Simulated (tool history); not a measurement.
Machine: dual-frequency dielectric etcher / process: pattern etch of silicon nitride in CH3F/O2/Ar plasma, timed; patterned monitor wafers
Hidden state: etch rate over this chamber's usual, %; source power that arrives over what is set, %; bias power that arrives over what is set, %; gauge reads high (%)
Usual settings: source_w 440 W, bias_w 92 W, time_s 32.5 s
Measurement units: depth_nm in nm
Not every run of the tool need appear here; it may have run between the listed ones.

run	hour	source_w	bias_w	time_s	wafers since the last listed run	hours since the last wet clean	hours since the last source power generator calibration	hours since the last bias power generator calibration	hours since the last upper electrode change	hours since the gauge calibration	read-back reference wafer on the same gauge, depth_nm	depth_nm
1	0	440	92	32.5	0	79.6	1290.7	979.8	2115.7	450.2	24.1	26.18
2	24.7	440	92	29	347	104.3	1315.4	1004.5	2140.4	474.9	24.12	23.46
3	53.6	440	92	29	406	133.2	1344.3	1033.4	2169.3	503.8	24.13	23.34
4	113.8	440	92	39.5	847	193.4	1404.5	1093.6	2229.5	564	24.1	31.9
5	154.6	440	92	39.5	574	234.2	1445.3	1134.4	2270.3	604.8	24.12	31.79
6	193.9	440	92	32.5	553	273.5	1484.6	1173.7	2309.6	644.1	24.12	26.02
7	222.2	440	92	32.5	398	301.8	1512.9	1202	2337.9	672.4	24.1	26.2
8	263.6	370	92	28.5	582	343.2	1554.3	1243.4	2379.3	713.8	24.09	20.95
9	334.5	370	92	28.5	997	414.1	1625.2	1314.3	2450.2	784.7	24.1	20.94
10	401.5	410	92	32.5	943	481.1	1692.2	1381.3	2517.2	851.7	24.1	25.24
# hour 431: wet clean of the chamber
11	456.1	440	92	32.5	430	25.1	1746.8	1435.9	2571.8	906.3	24.1	26.45
12	498.1	440	92	32.5	591	67.1	1788.8	1477.9	2613.8	948.3	24.08	26.3
13	585.8	520	92	32.5	1234	154.8	1876.5	1565.6	2701.5	1036	24.09	28.47
14	644.2	520	92	32.5	822	213.2	1934.9	1624	2759.9	1094.4	24.11	28.58
15	692.5	400	92	38.5	679	261.5	1983.2	1672.3	2808.2	1142.7	24.11	29.68
16	719.9	510	111	38.5	385	288.9	2010.6	1699.7	2835.6	1170.1	24.12	35.01
# hour 786.9: bias power generator calibrated
17	788.5	340	107	29.5	909	357.5	2079.2	1.6	2904.2	1238.7	24.09	21.61
18	854.1	440	92	27	923	423.1	2144.8	67.2	2969.8	1304.3	24.09	21.76
19	921.9	370	92	28.5	954	490.9	2212.6	135	3037.6	1372.1	24.11	20.97
# hour 947.5: wet clean of the chamber
# hour 954.9: source power generator calibrated
20	964	440	92	32.5	198	16.5	9.1	177.1	3079.7	1414.2	24.1	25.95
# hour 968.9: gauge calibrated
21	1019.4	520	70	28.5	779	71.9	64.5	232.5	3135.1	50.5	24.12	23.2
# hour 1059.7: upper electrode replaced
22	1090.9	440	70	29.5	668	143.4	136	304	31.2	122	24.09	22.17
23	1144.7	400	72	42.5	757	197.2	189.8	357.8	85	175.8	24.09	30.41
24	1181.6	440	92	32.5	519	234.1	226.7	394.7	121.9	212.7	24.12	25.87
25	1222.1	500	92	41	570	274.6	267.2	435.2	162.4	253.2	24.12	34.76
26	1291.9	490	70	32.5	982	344.4	337	505	232.2	323	24.09	25.71
27	1316.3	340	104	30	343	368.8	361.4	529.4	256.6	347.4	24.1	21.5
28	1364.2	480	86	32.5	674	416.7	409.3	577.3	304.5	395.3	24.09	26.41

Per-run results on a tool with no hidden state, each run keeping its own random variation:
run	depth_nm
1	25.88
2	23.2
3	23.09
4	31.59
5	31.51
6	25.8
7	25.99
8	20.79
9	20.82
10	25.11
11	26.03
12	25.9
13	28.07
14	28.21
15	29.32
16	34.6
17	21.38
18	21.55
19	20.79
20	25.93
21	23.2
22	22.2
23	30.47
24	25.94
25	34.87
26	25.82
27	21.6
28	26.56

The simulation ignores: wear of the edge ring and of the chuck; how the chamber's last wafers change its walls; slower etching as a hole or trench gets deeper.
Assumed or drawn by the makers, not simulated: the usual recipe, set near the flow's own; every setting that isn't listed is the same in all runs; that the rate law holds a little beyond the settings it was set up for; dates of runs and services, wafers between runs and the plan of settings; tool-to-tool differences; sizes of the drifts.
